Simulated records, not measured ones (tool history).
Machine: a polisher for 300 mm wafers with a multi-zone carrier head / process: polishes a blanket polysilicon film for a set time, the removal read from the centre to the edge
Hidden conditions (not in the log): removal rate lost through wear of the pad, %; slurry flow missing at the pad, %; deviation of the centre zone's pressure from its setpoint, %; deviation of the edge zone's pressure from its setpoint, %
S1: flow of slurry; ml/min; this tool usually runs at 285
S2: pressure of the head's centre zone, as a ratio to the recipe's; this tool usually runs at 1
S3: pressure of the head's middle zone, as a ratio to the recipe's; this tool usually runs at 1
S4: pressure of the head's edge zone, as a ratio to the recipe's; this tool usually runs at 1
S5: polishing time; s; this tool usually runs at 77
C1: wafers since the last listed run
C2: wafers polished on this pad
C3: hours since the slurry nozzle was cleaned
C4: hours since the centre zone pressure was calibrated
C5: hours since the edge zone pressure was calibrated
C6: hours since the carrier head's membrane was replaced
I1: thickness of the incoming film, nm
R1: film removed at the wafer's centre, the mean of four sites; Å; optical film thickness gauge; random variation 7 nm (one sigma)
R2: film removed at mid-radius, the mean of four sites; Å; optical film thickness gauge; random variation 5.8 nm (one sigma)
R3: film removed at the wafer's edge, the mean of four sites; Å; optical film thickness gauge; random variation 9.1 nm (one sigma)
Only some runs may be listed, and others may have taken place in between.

run 1 hour=0 | S1=285 S2=1 S3=1 S4=1 S5=77 | C1=0 C2=974 C3=534.7 C4=72.6 C5=142.3 C6=52.3 | I1=1622.4 | R1=6050 R2=6236 R3=6468
run 2 hour=61.5 | S1=340 S2=0.91 S3=0.9 S4=1 S5=77 | C1=504 C2=1479 C3=596.2 C4=134.1 C5=203.8 C6=113.8 | I1=1616 | R1=5643 R2=5791 R3=6451
run 3 hour=117.5 | S1=285 S2=1 S3=1.07 S4=0.94 S5=77 | C1=459 C2=1938 C3=652.2 C4=190.1 C5=259.8 C6=169.8 | I1=1625.4 | R1=6059 R2=6452 R3=6098
run 4 hour=181.4 | S1=285 S2=1 S3=1 S4=1 S5=77 | C1=524 C2=2463 C3=716.1 C4=254 C5=323.7 C6=233.7 | I1=1623.2 | R1=5923 R2=5983 R3=6076
run 5 hour=245.7 | S1=260 S2=1 S3=1.09 S4=1 S5=77 | C1=527 C2=2990 C3=780.4 C4=318.3 C5=388 C6=298 | I1=1640.2 | R1=5751 R2=6334 R3=6135
run 6 hour=280.1 | S1=385 S2=1 S3=1 S4=1.11 S5=77 | C1=282 C2=3272 C3=814.8 C4=352.7 C5=422.4 C6=332.4 | I1=1615.7 | R1=5802 R2=5965 R3=6474
-- hour=294.3 slurry nozzle cleaned
-- hour=303.2 worn pad replaced by a new one
run 7 hour=323.1 | S1=285 S2=1 S3=1.08 S4=1.07 S5=102 | C1=311 C2=163 C3=28.8 C4=395.7 C5=465.4 C6=375.4 | I1=1582.1 | R1=8025 R2=8912 R3=8744
run 8 hour=372.2 | S1=240 S2=0.94 S3=1.07 S4=1 S5=77 | C1=402 C2=566 C3=77.9 C4=444.8 C5=514.5 C6=424.5 | I1=1593.1 | R1=5619 R2=6472 R3=6410
run 9 hour=430.8 | S1=285 S2=1 S3=1.04 S4=1 S5=77 | C1=480 C2=1047 C3=136.5 C4=503.4 C5=573.1 C6=483.1 | I1=1611.7 | R1=6135 R2=6414 R3=6459
-- hour=450.9 centre zone pressure recalibrated
run 10 hour=575 | S1=235 S2=0.97 S3=1 S4=1.1 S5=92 | C1=1166 C2=2213 C3=280.7 C4=124.1 C5=717.3 C6=627.3 | I1=1621.7 | R1=6723 R2=7022 R3=7574
run 11 hour=617.8 | S1=285 S2=1 S3=0.93 S4=1 S5=77 | C1=351 C2=2564 C3=323.5 C4=166.9 C5=760.1 C6=670.1 | I1=1609.2 | R1=5992 R2=5675 R3=6076
-- hour=671.7 edge zone pressure recalibrated
run 12 hour=674.4 | S1=285 S2=1 S3=1 S4=1 S5=77 | C1=447 C2=3012 C3=380.1 C4=223.5 C5=2.7 C6=726.7 | I1=1586.3 | R1=5713 R2=5889 R3=6001
-- hour=694.4 worn pad replaced by a new one
run 13 hour=724.7 | S1=285 S2=1.11 S3=1.06 S4=0.92 S5=77 | C1=379 C2=248 C3=430.4 C4=273.8 C5=53 C6=777 | I1=1598.4 | R1=6976 R2=6588 R3=6209
run 14 hour=770.3 | S1=195 S2=0.88 S3=1 S4=0.91 S5=77 | C1=374 C2=622 C3=476 C4=319.4 C5=98.6 C6=822.6 | I1=1624.6 | R1=5179 R2=5932 R3=6006
run 15 hour=798.3 | S1=285 S2=1.05 S3=1 S4=0.89 S5=77 | C1=229 C2=852 C3=504 C4=347.4 C5=126.6 C6=850.6 | I1=1615.9 | R1=6528 R2=6188 R3=6311
run 16 hour=869.9 | S1=285 S2=1.08 S3=0.93 S4=0.92 S5=64 | C1=587 C2=1439 C3=575.6 C4=419 C5=198.2 C6=922.2 | I1=1601.5 | R1=5387 R2=4830 R3=5025
run 17 hour=913.2 | S1=285 S2=1 S3=1 S4=0.91 S5=69 | C1=355 C2=1795 C3=618.9 C4=462.3 C5=241.5 C6=965.5 | I1=1621.6 | R1=5503 R2=5507 R3=5466
run 18 hour=948.7 | S1=245 S2=1.05 S3=1 S4=1 S5=77 | C1=291 C2=2086 C3=654.4 C4=497.8 C5=277 C6=1001 | I1=1606.6 | R1=6075 R2=6160 R3=6275
-- hour=967.8 centre zone pressure recalibrated
run 19 hour=992.9 | S1=285 S2=1 S3=1 S4=1 S5=77 | C1=346 C2=2432 C3=698.6 C4=25.1 C5=321.2 C6=1045.2 | I1=1598.4 | R1=6020 R2=6072 R3=6274
run 20 hour=1032.7 | S1=285 S2=1 S3=1 S4=1 S5=77 | C1=326 C2=2759 C3=738.4 C4=64.9 C5=361 C6=1085 | I1=1628.6 | R1=5834 R2=5956 R3=6308
-- hour=1049.8 slurry nozzle cleaned
run 21 hour=1074.3 | S1=375 S2=1 S3=1 S4=1 S5=77 | C1=333 C2=3092 C3=24.5 C4=106.5 C5=402.6 C6=1126.6 | I1=1607.2 | R1=5951 R2=6081 R3=6168
-- hour=1106.8 worn pad replaced by a new one
run 22 hour=1107.3 | S1=285 S2=1 S3=1 S4=1 S5=77 | C1=237 C2=4 C3=57.5 C4=139.5 C5=435.6 C6=1159.6 | I1=1589.5 | R1=6153 R2=6162 R3=6327
run 23 hour=1129.2 | S1=285 S2=1 S3=1 S4=1 S5=77 | C1=179 C2=183 C3=79.4 C4=161.4 C5=457.5 C6=1181.5 | I1=1607.8 | R1=5973 R2=6242 R3=6260

Each run again, without the hidden state but with its own random variation kept:
run=1 R1=6108 R2=6295 R3=6530
run=2 R1=5744 R2=5894 R3=6567
run=3 R1=6233 R2=6638 R3=6274
run=4 R1=6189 R2=6252 R3=6348
run=5 R1=6128 R2=6750 R3=6537
run=6 R1=6259 R2=6435 R3=6984
run=7 R1=8082 R2=8976 R3=8806
run=8 R1=5669 R2=6530 R3=6468
run=9 R1=6221 R2=6504 R3=6549
run=10 R1=6991 R2=7303 R3=7877
run=11 R1=6301 R2=5968 R3=6390
run=12 R1=6115 R2=6303 R3=6424
run=13 R1=6987 R2=6598 R3=6218
run=14 R1=5198 R2=5953 R3=6028
run=15 R1=6566 R2=6224 R3=6348
run=16 R1=5465 R2=4900 R3=5098
run=17 R1=5624 R2=5629 R3=5586
run=18 R1=6255 R2=6343 R3=6461
run=19 R1=6266 R2=6320 R3=6530
run=20 R1=6141 R2=6269 R3=6641
run=21 R1=6350 R2=6489 R3=6581
run=22 R1=6253 R2=6261 R3=6429
run=23 R1=6071 R2=6345 R3=6363
